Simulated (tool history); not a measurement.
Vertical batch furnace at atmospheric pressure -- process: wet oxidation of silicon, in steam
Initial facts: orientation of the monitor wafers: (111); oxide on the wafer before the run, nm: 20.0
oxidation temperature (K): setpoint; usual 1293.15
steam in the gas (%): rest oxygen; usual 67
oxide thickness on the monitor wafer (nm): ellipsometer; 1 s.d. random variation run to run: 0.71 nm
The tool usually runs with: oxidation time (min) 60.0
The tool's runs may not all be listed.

| run | hour | oxidation temperature (K) | oxidation time (min) | steam in the gas (%) | wafers since the last listed run | hours since the last temperature calibration | hours since the steam generator was serviced | hours since the gauge calibration | read-back reference wafer on the same gauge, thickness | oxide thickness on the monitor wafer (nm) |
|---|---|---|---|---|---|---|---|---|---|---|
| 1 | 0.0 | 1293.15 | 69.5 | 71 | 0 | 1770.3 | 2848.4 | 166.8 | 550.83 | 534.19 |
| 2 | 15.2 | 1293.15 | 69.5 | 71 | 250 | 1785.5 | 2863.6 | 182.0 | 550.59 | 535.34 |
| 3 | 36.7 | 1293.15 | 60.0 | 67 | 354 | 1807.0 | 2885.1 | 203.5 | 550.96 | 473.77 |
| 4 | 45.9 | 1293.15 | 60.0 | 67 | 151 | 1816.2 | 2894.3 | 212.7 | 551.21 | 472.93 |
|  | 77.6 | steam generator serviced |
| 5 | 78.1 | 1293.15 | 60.0 | 67 | 135 | 1848.4 | 0.5 | 244.9 | 551.09 | 471.98 |
| 6 | 82.6 | 1293.15 | 60.0 | 67 | 74 | 1852.9 | 5.0 | 249.4 | 551.46 | 472.56 |
| 7 | 87.0 | 1293.15 | 60.0 | 67 | 72 | 1857.3 | 9.4 | 253.8 | 550.76 | 474.33 |
|  | 114.3 | gauge calibrated |
|  | 125.5 | thermocouples replaced and temperature profile calibrated |
| 8 | 131.9 | 1293.15 | 60.0 | 67 | 344 | 6.4 | 54.3 | 17.6 | 550.76 | 472.44 |
| 9 | 145.2 | 1293.15 | 60.0 | 67 | 219 | 19.7 | 67.6 | 30.9 | 551.16 | 473.79 |
| 10 | 158.2 | 1305.15 | 76.5 | 61 | 214 | 32.7 | 80.6 | 43.9 | 550.99 | 548.90 |
| 11 | 169.7 | 1293.15 | 60.0 | 67 | 189 | 44.2 | 92.1 | 55.4 | 550.65 | 473.79 |
| 12 | 183.8 | 1282.15 | 37.5 | 67 | 232 | 58.3 | 106.2 | 69.5 | 551.26 | 333.36 |

Predict the results of run 13:
| 13 | 196.4 | 1271.15 | 78.5 | 67 | 207 | 70.9 | 118.8 | 82.1 | ? | ? |

Run 13 gave read-back reference wafer on the same gauge, thickness 550.80, oxide thickness on the monitor wafer (nm) 494.53.
Were there no unlogged condition in the tool, this run, its random variation unchanged, would have produced oxide thickness on the monitor wafer (nm) 494.53.
